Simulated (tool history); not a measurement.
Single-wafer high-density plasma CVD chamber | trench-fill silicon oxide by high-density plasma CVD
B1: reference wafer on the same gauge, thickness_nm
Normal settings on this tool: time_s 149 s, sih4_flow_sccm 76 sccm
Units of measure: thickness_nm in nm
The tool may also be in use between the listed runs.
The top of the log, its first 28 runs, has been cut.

{"run": 29, "day": 64.375, "time_s": 132, "sih4_flow_sccm": 66, "B1": 1320.815, "thickness_nm": 846.293}
{"day": 67.267, "done": "gauge calibrated"}
{"run": 30, "day": 67.275, "time_s": 141, "sih4_flow_sccm": 76, "B1": 1320.979, "thickness_nm": 1041.917}
{"run": 31, "day": 69.146, "time_s": 149, "sih4_flow_sccm": 76, "B1": 1320.528, "thickness_nm": 1107.688}
{"run": 32, "day": 71.833, "time_s": 170, "sih4_flow_sccm": 76, "B1": 1318.616, "thickness_nm": 1262.53}
{"run": 33, "day": 73.375, "time_s": 177, "sih4_flow_sccm": 76, "B1": 1320.292, "thickness_nm": 1319.476}
{"run": 34, "day": 76.296, "time_s": 149, "sih4_flow_sccm": 76, "B1": 1319.818, "thickness_nm": 1116.514}
{"run": 35, "day": 79.288, "time_s": 149, "sih4_flow_sccm": 76, "B1": 1321.515, "thickness_nm": 1100.45}
{"run": 36, "day": 82.1, "time_s": 177, "sih4_flow_sccm": 88, "B1": 1319.588, "thickness_nm": 1513.101}
{"run": 37, "day": 90.308, "time_s": 124, "sih4_flow_sccm": 90, "B1": 1319.897, "thickness_nm": 1088.676}
{"run": 38, "day": 93.154, "time_s": 135, "sih4_flow_sccm": 62, "B1": 1320.647, "thickness_nm": 812.1}
{"run": 39, "day": 95.15, "time_s": 149, "sih4_flow_sccm": 68, "B1": 1320.98, "thickness_nm": 993.87}
{"run": 40, "day": 97.542, "time_s": 163, "sih4_flow_sccm": 85, "B1": 1320.405, "thickness_nm": 1358.899}
{"run": 41, "day": 98.608, "time_s": 172, "sih4_flow_sccm": 86, "B1": 1319.851, "thickness_nm": 1446.584}
{"run": 42, "day": 99.867, "time_s": 149, "sih4_flow_sccm": 76, "B1": 1319.875, "thickness_nm": 1102.764}
{"run": 43, "day": 101.054, "time_s": 171, "sih4_flow_sccm": 81, "B1": 1319.478, "thickness_nm": 1359.768}
{"run": 44, "day": 102.162, "time_s": 149, "sih4_flow_sccm": 76, "B1": 1320.54, "thickness_nm": 1112.949}

3 ways to go on from here, each from the tool as it stands after run 44. What would each give?
{"run": "A", "day": 102.179, "time_s": 149, "sih4_flow_sccm": 89, "B1": "?", "thickness_nm": "?"}
{"run": "B", "day": 102.179, "time_s": 132, "sih4_flow_sccm": 65, "B1": "?", "thickness_nm": "?"}
{"run": "C", "day": 102.179, "time_s": 149, "sih4_flow_sccm": 81, "B1": "?", "thickness_nm": "?"}

run=A B1=1321.762 thickness_nm=1302.337
run=B B1=1321.762 thickness_nm=842.625
run=C B1=1321.762 thickness_nm=1185.273
Take away the tool's hidden state, keep each run's random variation, and the runs would have read:
run=A thickness_nm=1299.764
run=B thickness_nm=840.96
run=C thickness_nm=1182.931

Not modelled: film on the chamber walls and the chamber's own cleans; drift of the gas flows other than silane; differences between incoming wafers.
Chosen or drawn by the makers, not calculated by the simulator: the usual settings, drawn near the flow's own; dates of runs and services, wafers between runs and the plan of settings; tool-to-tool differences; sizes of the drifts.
